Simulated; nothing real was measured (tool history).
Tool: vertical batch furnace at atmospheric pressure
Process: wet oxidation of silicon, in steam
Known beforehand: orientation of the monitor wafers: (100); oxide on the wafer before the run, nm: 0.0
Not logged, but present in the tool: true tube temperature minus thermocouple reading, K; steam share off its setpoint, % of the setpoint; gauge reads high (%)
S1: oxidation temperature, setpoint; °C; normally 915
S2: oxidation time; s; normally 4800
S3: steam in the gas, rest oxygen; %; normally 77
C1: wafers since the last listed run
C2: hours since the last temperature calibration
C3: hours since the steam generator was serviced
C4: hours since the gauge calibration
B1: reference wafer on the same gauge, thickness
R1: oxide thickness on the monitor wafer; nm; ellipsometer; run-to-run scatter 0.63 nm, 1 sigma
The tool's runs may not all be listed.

run   hour   S1    S2  S3   C1      C2      C3     C4      B1      R1
  1    0.0  915  4800  77    0  1451.8  3306.3  135.5  160.98  191.03
  2   27.2  915  4800  77  275  1479.0  3333.5  162.7  161.08  191.18
  3   56.9  915  4800  77  300  1508.7  3363.2  192.4  160.89  192.31
     106.9  -- steam generator serviced
  4  107.4  915  6090  77  268  1559.2     0.5  242.9  160.82  235.08
  5  111.9  915  4800  77   45  1563.7     5.0  247.4  160.99  191.60
  6  116.9  915  4800  77   50  1568.7    10.0  252.4  160.85  191.24
     146.0  -- thermocouples replaced and temperature profile calibrated
  7  151.2  915  4800  77  104     5.2    44.3  286.7  160.99  191.38
     174.9  -- gauge calibrated
  8  181.7  915  2400  77  308    35.7    74.8    6.8  160.94  103.93
  9  197.4  902  4800  77  158    51.4    90.5   22.5  161.00  163.56
 10  209.9  915  4800  77  126    63.9   103.0   35.0  160.93  191.48
 11  230.3  915  4800  77  206    84.3   123.4   55.4  161.04  191.95
 12  258.5  915  2760  68  285   112.5   151.6   83.6  161.00  105.45
 13  277.2  935  2880  88  189   131.2   170.3  102.3  160.89  172.71
 14  302.9  915  4800  77  260   156.9   196.0  128.0  161.10  191.98

Below are 5 alternative next runs, each starting from the tool's condition after run 14. Predict each:
  A  307.5  915  4800  86  46  161.5  200.6  132.6   ?   ?
  B  307.5  899  4800  77  46  161.5  200.6  132.6   ?   ?
  C  307.5  893  4800  77  46  161.5  200.6  132.6   ?   ?
  D  307.5  923  4800  77  46  161.5  200.6  132.6   ?   ?
  E  307.5  927  4800  66  46  161.5  200.6  132.6   ?   ?

run      B1      R1
  A  160.99  210.02
  B  160.99  155.65
  C  160.99  142.66
  D  160.99  208.88
  E  160.99  191.40
With no hidden state in the tool, these same runs would have given:
run      R1
  A  210.02
  B  155.65
  C  142.66
  D  208.88
  E  191.40

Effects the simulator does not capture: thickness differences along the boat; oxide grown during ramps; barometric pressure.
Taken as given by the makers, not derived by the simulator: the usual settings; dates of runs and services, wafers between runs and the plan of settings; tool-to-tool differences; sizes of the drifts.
